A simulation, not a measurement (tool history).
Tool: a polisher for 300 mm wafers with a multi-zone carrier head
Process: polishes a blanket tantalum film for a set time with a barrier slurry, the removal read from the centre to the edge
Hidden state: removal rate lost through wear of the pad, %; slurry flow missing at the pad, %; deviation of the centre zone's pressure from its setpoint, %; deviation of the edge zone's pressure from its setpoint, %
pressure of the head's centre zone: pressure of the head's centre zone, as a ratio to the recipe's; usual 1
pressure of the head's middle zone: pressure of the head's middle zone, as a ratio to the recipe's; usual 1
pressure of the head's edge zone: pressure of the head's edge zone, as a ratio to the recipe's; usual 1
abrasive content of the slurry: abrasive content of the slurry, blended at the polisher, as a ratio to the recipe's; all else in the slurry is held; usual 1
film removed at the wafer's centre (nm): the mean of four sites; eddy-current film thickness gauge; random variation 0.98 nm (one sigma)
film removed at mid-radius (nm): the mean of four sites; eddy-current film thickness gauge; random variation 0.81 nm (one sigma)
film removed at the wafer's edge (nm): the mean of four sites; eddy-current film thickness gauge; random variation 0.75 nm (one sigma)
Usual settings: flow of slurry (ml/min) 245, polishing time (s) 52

run,day,flow of slurry (ml/min),pressure of the head's centre zone,pressure of the head's middle zone,pressure of the head's edge zone,abrasive content of the slurry,polishing time (s),wafers since the last listed run,wafers polished on this pad,hours since the slurry nozzle was cleaned,hours since the centre zone pressure was calibrated,hours since the edge zone pressure was calibrated,hours since the carrier head's membrane was replaced,"incoming thickness of the incoming film, nm",film removed at the wafer's centre (nm),film removed at mid-radius (nm),film removed at the wafer's edge (nm)
1,0,245,1,1,1,1,52,0,343,383.3,274.3,862.6,1328.8,462.5,83.1,82.3,84
2,0.571,245,1.08,1,1,1,52,120,463,397,288,876.3,1342.5,455.3,90.5,80.6,83.4
3,0.904,245,1,1,1,1,60,70,533,405,296,884.3,1350.5,458.6,95.6,94.4,95.4
# day 1.346: edge zone pressure recalibrated
# day 2.021: centre zone pressure recalibrated
4,2.212,295,1,1,1,0.85,52,240,774,436.4,4.6,20.8,1381.9,455.2,78.7,77.9,81.1
5,2.888,245,1,1,1,1,47,142,916,452.6,20.8,37,1398.1,457.9,73.7,71.2,76.2
6,3.308,245,1,1.08,1,1,52,88,1005,462.7,30.9,47.1,1408.2,462.3,80.6,84.5,81.6
7,3.704,320,1.05,0.97,1,1,52,83,1088,472.2,40.4,56.6,1417.7,468.5,88.5,79.3,85.3
# day 4.004: worn pad replaced by a new one, of another model than before
8,4.354,245,1,1,1,1,52,101,73,487.8,56,72.2,1433.3,462.6,67.4,68.7,75.7
9,4.979,245,1,1,0.94,1,52,131,205,502.8,71,87.2,1448.3,459.8,66.2,66.3,71.9
# day 5.267: carrier head's membrane replaced by a new one
10,5.696,245,1,1,1,1,43,107,312,520,88.2,104.4,10.3,458.8,50.6,51.2,59.4
11,6.258,245,1,1,1,1,52,118,431,533.5,101.7,117.9,23.8,453.8,56.6,59.1,68.4
12,6.758,245,1,0.97,1,1,67,105,537,545.5,113.7,129.9,35.8,454.2,67.1,69.2,84.7
# day 7.308: slurry nozzle cleaned
13,7.354,295,0.89,1.07,1,1,60,116,653,1.1,128,144.2,50.1,457,91.3,103.9,101.4
14,8.021,245,1,1,1,1,52,140,794,17.1,144,160.2,66.1,466.6,84.9,82.8,86.8
15,8.438,245,1,1,1,1,52,87,882,27.1,154,170.2,76.1,458.7,84.4,83.1,85.6
16,8.721,245,1,1,1,1,52,59,942,33.9,160.8,177,82.9,459.5,84.9,82.2,85.3
17,9.354,245,0.91,1,0.89,1,59,133,1075,49.1,176,192.2,98.1,468.7,87.9,93.6,91.1
18,10.067,245,1.09,1.08,0.89,1,52,150,1225,66.2,193.1,209.3,115.2,463.2,92.1,89.7,81.7
# day 10.246: worn pad replaced by a new one
19,10.454,170,1,1,1.03,1,52,46,43,75.5,202.4,218.6,124.5,458.8,69.6,69.2,77.4
20,11.004,245,0.92,1,1,1,52,115,159,88.7,215.6,231.8,137.7,450.6,78.7,82.6,85.3
21,11.283,245,1,0.95,1,1,52,58,218,95.4,222.3,238.5,144.4,461.4,84.9,79.2,86.1
22,11.842,245,1,1,1,1,52,117,336,108.8,235.7,251.9,157.8,460.9,85.2,82.9,84.6

4 ways to go on from here, each from the tool as it stands after run 22. What would each give?
A,11.858,245,1,1,1,1,52,3,340,109.2,236.1,252.3,158.2,460.3,?,?,?
B,11.858,170,1,1,1,1,52,3,340,109.2,236.1,252.3,158.2,460.3,?,?,?
C,11.858,290,0.96,1.07,1,1,38,3,340,109.2,236.1,252.3,158.2,460.3,?,?,?
D,11.858,205,1,1.12,1,1.3,40,3,340,109.2,236.1,252.3,158.2,460.3,?,?,?

run,film removed at the wafer's centre (nm),film removed at mid-radius (nm),film removed at the wafer's edge (nm)
A,85.3,82.9,86.2
B,69.3,69.2,75.9
C,62.4,66.5,64.6
D,65.8,71,68
Without the tool's hidden state the same runs would have given:
run,film removed at the wafer's centre (nm),film removed at mid-radius (nm),film removed at the wafer's edge (nm)
A,86.9,84.4,87.4
B,72.6,72,78
C,63.3,67.4,65.3
D,67.7,72.8,69.2
